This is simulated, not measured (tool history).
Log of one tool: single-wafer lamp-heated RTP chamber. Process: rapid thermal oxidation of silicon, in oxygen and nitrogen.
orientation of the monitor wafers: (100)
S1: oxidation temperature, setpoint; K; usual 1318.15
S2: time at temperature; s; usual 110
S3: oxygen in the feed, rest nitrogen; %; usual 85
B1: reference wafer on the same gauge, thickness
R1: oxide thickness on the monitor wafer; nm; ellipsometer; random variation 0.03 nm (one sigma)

run,day,S1,S2,S3,B1,R1
1,0.000,1339.15,110,85,11.469,11.495
2,2.021,1339.15,110,85,11.475,11.501
3,2.596,1330.15,110,85,11.463,10.788
4,4.900,1330.15,110,85,11.479,10.880
5,5.512,1330.15,110,85,11.466,10.826
6,6.758,1318.15,110,85,11.470,10.022
# day 8.000: gauge calibrated
7,8.225,1318.15,110,85,11.469,9.998
8,9.229,1318.15,110,85,11.467,10.025
9,10.567,1325.15,110,85,11.463,10.546
10,11.525,1325.15,110,85,11.461,10.558
11,12.038,1325.15,110,85,11.467,10.522
12,12.912,1295.15,110,85,11.471,8.514
13,14.275,1318.15,110,85,11.468,10.066
14,15.675,1310.15,110,77,11.464,9.166
15,16.567,1310.15,110,77,11.474,9.220
16,17.883,1318.15,110,85,11.472,10.050
17,19.125,1335.15,95,98,11.463,11.159
18,20.075,1318.15,110,85,11.482,10.038
19,21.525,1318.15,110,85,11.461,10.043
# day 22.346: pyrometer window cleaned and pyrometer calibrated
20,22.367,1318.15,62,95,11.473,7.872
21,23.129,1292.15,110,98,11.469,8.587
# day 23.912: oxygen flow controller replaced
22,24.429,1332.15,110,98,11.466,11.414
23,25.158,1318.15,110,75,11.462,9.417
24,26.021,1318.15,110,85,11.466,9.862
25,27.388,1294.15,131,98,11.469,9.578
26,28.462,1318.15,110,85,11.478,9.940
27,29.596,1303.15,147,59,11.462,8.963
28,30.967,1330.15,110,85,11.476,10.753
29,31.788,1318.15,110,85,11.470,9.955
30,33.129,1318.15,77,74,11.466,8.085
31,34.171,1293.15,110,73,11.470,7.909
32,35.304,1318.15,65,85,11.466,7.891
33,35.925,1289.15,110,56,11.459,7.012
34,37.404,1318.15,110,85,11.473,10.056
35,38.562,1318.15,110,60,11.470,8.810
36,39.792,1318.15,110,85,11.470,9.976
37,40.571,1302.15,127,98,11.475,10.043
38,41.896,1303.15,110,98,11.470,9.507

Forecast each of these 4 alternatives for the next run:
A,41.912,1318.15,76,85,?,?
B,41.912,1299.15,110,85,?,?
C,41.912,1327.15,59,98,?,?
D,41.912,1318.15,110,98,?,?

run,B1,R1
A,11.462,8.440
B,11.462,8.742
C,11.462,8.430
D,11.462,10.523
Without the tool's hidden state the same runs would have given:
run,R1
A,8.231
B,8.518
C,8.224
D,10.260
